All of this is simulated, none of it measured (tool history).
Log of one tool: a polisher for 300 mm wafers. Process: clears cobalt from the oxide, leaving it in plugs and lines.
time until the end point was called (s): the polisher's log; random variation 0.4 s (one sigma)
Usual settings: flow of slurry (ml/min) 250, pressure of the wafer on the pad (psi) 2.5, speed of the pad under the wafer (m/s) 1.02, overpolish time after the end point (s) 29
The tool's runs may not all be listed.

| run | hour | flow of slurry (ml/min) | pressure of the wafer on the pad (psi) | speed of the pad under the wafer (m/s) | overpolish time after the end point (s) | incoming thickness of the incoming film, nm | time until the end point was called (s) |
|---|---|---|---|---|---|---|---|
| 1 | 0.0 | 250 | 2.5 | 1.02 | 41 | 210.2 | 35.5 |
| 2 | 36.6 | 250 | 2.5 | 1.02 | 29 | 209.9 | 34.6 |
| 3 | 105.0 | 250 | 2.5 | 1.02 | 29 | 210.8 | 35.6 |
|  | 129.6 | worn pad replaced by a new one |
| 4 | 152.5 | 250 | 2.5 | 1.02 | 29 | 211.0 | 34.9 |
| 5 | 207.8 | 250 | 2.5 | 1.02 | 29 | 207.0 | 34.6 |
| 6 | 253.5 | 250 | 2.5 | 1.02 | 29 | 208.0 | 35.8 |
| 7 | 284.1 | 250 | 2.5 | 1.02 | 29 | 210.4 | 35.8 |
|  | 294.8 | slurry nozzle cleaned |
|  | 301.4 | worn pad replaced by a new one |
| 8 | 329.6 | 250 | 3.1 | 1.02 | 29 | 208.8 | 29.3 |
| 9 | 355.7 | 250 | 3.1 | 1.02 | 29 | 209.4 | 29.1 |
| 10 | 414.8 | 250 | 3.1 | 1.02 | 29 | 211.6 | 29.8 |
| 11 | 470.2 | 280 | 2.5 | 1.28 | 29 | 208.7 | 28.0 |
|  | 505.1 | worn pad replaced by a new one |
| 12 | 528.1 | 250 | 2.5 | 1.02 | 34 | 208.5 | 35.4 |
| 13 | 585.8 | 250 | 2.1 | 1.20 | 29 | 209.7 | 35.5 |
| 14 | 656.1 | 335 | 3.2 | 1.02 | 29 | 211.2 | 27.6 |
|  | 680.4 | head pressure recalibrated |
|  | 682.3 | worn pad replaced by a new one, of another model than before |
| 15 | 682.8 | 250 | 2.5 | 1.02 | 29 | 211.6 | 32.7 |
| 16 | 708.3 | 250 | 2.5 | 1.02 | 29 | 211.1 | 32.5 |
| 17 | 744.4 | 340 | 2.5 | 0.82 | 29 | 208.7 | 36.2 |
| 18 | 809.8 | 185 | 2.5 | 1.18 | 29 | 211.5 | 29.5 |
| 19 | 868.5 | 225 | 2.5 | 1.02 | 29 | 206.7 | 33.2 |
|  | 880.9 | worn pad replaced by a new one |
| 20 | 898.0 | 250 | 2.5 | 1.02 | 29 | 209.2 | 33.0 |
|  | 917.2 | slurry nozzle cleaned |
| 21 | 947.9 | 340 | 2.5 | 0.82 | 29 | 210.8 | 37.8 |

5 ways to go on from here, each from the tool as it stands after run 21. What would each give?
| A | 948.3 | 250 | 2.5 | 1.02 | 29 | 211.9 | ? |
| B | 948.3 | 250 | 1.7 | 1.26 | 38 | 211.9 | ? |
| C | 948.3 | 250 | 2.2 | 1.02 | 29 | 211.9 | ? |
| D | 948.3 | 180 | 2.5 | 1.02 | 29 | 211.9 | ? |
| E | 948.3 | 220 | 1.6 | 1.30 | 19 | 211.9 | ? |

| run | time until the end point was called (s) |
|---|---|
| A | 33.0 |
| B | 33.9 |
| C | 35.2 |
| D | 33.7 |
| E | 34.3 |
Without the tool's hidden state the same runs would have given:
| run | time until the end point was called (s) |
|---|---|
| A | 31.8 |
| B | 32.8 |
| C | 34.0 |
| D | 32.5 |
| E | 33.1 |
